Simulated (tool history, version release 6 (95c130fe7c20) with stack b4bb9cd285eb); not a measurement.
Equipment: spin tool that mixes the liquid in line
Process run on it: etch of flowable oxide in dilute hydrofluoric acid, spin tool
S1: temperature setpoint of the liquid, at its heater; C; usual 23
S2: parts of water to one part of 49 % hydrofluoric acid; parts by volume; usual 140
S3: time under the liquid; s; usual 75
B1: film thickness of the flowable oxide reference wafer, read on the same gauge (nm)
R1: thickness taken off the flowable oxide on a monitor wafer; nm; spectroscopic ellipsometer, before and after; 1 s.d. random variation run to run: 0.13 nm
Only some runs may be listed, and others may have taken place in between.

run 1 hour=0 | S1=24.5 S2=170 S3=75 | B1=59.99 | R1=14.24
run 2 hour=15 | S1=24.5 S2=170 S3=75 | B1=60.01 | R1=14.19
run 3 hour=47 | S1=21.5 S2=140 S3=50 | B1=60.02 | R1=10.63
run 4 hour=75.4 | S1=21.5 S2=140 S3=50 | B1=60.01 | R1=10.59
run 5 hour=99.7 | S1=23 S2=140 S3=75 | B1=59.95 | R1=16.89
run 6 hour=126 | S1=23 S2=190 S3=75 | B1=59.97 | R1=11.74
run 7 hour=146.4 | S1=23 S2=190 S3=75 | B1=60.03 | R1=11.99
run 8 hour=159.3 | S1=23 S2=190 S3=75 | B1=59.99 | R1=11.93
run 9 hour=194.9 | S1=23 S2=140 S3=75 | B1=59.99 | R1=16.83
run 10 hour=225.2 | S1=23 S2=140 S3=75 | B1=59.99 | R1=16.97
run 11 hour=243.2 | S1=23 S2=140 S3=75 | B1=59.98 | R1=17.02
run 12 hour=266 | S1=23 S2=140 S3=75 | B1=59.99 | R1=16.99
run 13 hour=296.5 | S1=23 S2=140 S3=75 | B1=60 | R1=17.17
-- hour=296.7 gauge calibrated
run 14 hour=317 | S1=23 S2=140 S3=75 | B1=60.01 | R1=16.94
run 15 hour=352.6 | S1=25 S2=140 S3=75 | B1=60.01 | R1=18.68
run 16 hour=385.2 | S1=19.5 S2=70 S3=60 | B1=60 | R1=25.46
run 17 hour=405 | S1=19.5 S2=200 S3=30 | B1=60 | R1=3.87
run 18 hour=495.1 | S1=21.5 S2=140 S3=75 | B1=59.98 | R1=16.02
-- hour=497.8 hydrofluoric acid flow meter replaced
run 19 hour=520.8 | S1=19.5 S2=70 S3=60 | B1=60.01 | R1=25.57
run 20 hour=536 | S1=23 S2=140 S3=75 | B1=60 | R1=17.13
-- hour=554.7 thermometer replaced
run 21 hour=556 | S1=21.5 S2=165 S3=75 | B1=59.98 | R1=13.19

Run 22 comes next. What will it give?
run 22 hour=584.4 | S1=20.5 S2=140 S3=90 | B1=? | R1=?

B1: 59.95
R1: 18.43 nm
Minus the tool's unlogged condition, the same run would have read R1 18.43 nm.

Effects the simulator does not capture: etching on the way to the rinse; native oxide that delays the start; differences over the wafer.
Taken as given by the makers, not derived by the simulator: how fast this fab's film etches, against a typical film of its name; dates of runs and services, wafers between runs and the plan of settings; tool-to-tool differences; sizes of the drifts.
